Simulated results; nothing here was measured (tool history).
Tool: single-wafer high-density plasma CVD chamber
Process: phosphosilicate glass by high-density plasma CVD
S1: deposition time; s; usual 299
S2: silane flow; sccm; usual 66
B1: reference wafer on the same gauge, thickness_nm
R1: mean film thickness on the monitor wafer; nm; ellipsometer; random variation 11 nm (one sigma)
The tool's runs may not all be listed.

run    hour   S1  S2        B1        R1
  1       0  256  60  1842.279  1662.964
  2   106.5  299  66  1835.906  2087.177
  3     175  299  66  1842.968  2059.601
  4   211.6  299  66  1840.784   2064.96
  5   304.5  299  66  1839.574  2080.309
  6   347.4  299  66  1837.826  2079.318
  7   431.8  273  66  1839.124  1895.416
  8     483  273  66  1840.655   1917.46
  9   582.6  273  66  1838.698  1901.125
 10   625.4  299  66  1841.426  2080.393
 11   685.3  299  66  1840.399    2081.1
 12   778.3  299  76  1840.405  2343.148
 13   840.2  299  76  1840.268  2324.065
 14   892.1  299  76  1838.964  2345.481
 15   932.2  299  75  1841.417  2334.737
 16   982.6  299  75  1840.466   2321.86
 17  1022.9  299  75  1840.314  2327.552
 18  1089.1  299  70  1836.915   2209.97
 19    1130  273  66  1842.234  1913.731
 20  1168.4  241  73  1841.841  1833.709
 21  1224.4  241  66  1835.022  1692.105
     1255.9  -- silane flow controller replaced
 22  1318.2  340  59  1837.629  2112.375
 23  1358.1  346  79   1839.63  2688.204
 24  1410.1  244  59  1837.267  1513.078
 25  1495.8  241  66    1837.8   1621.21
 26  1575.8  299  66  1839.412  2021.218
     1662.3  -- gauge calibrated
 27  1676.7  299  66  1839.844  2035.122
 28  1736.3  299  75  1838.194  2262.998
 29  1786.7  327  76  1842.797  2503.435
 30    1862  260  59  1843.171  1627.769
 31  1967.8  339  70   1839.64  2417.015
 32  2030.6  299  66  1838.934  2032.297
 33  2101.6  345  74  1839.844  2564.251
 34  2187.8  279  63  1840.657  1835.597
 35  2223.8  276  69  1838.475  1959.508
 36  2324.5  315  59  1840.663  1979.072
 37  2431.8  299  66  1837.789  2066.054

Forecast each of these 3 alternatives for the next run:
  A  2432.3  299  66   ?   ?
  B  2432.3  314  66   ?   ?
  C  2432.3  265  54   ?   ?

run        B1        R1
  A  1839.045  2062.897
  B  1839.045  2166.387
  C  1839.045  1568.207
Without the tool's hidden state the same runs would have given:
run        R1
  A  2033.905
  B  2135.941
  C  1546.168

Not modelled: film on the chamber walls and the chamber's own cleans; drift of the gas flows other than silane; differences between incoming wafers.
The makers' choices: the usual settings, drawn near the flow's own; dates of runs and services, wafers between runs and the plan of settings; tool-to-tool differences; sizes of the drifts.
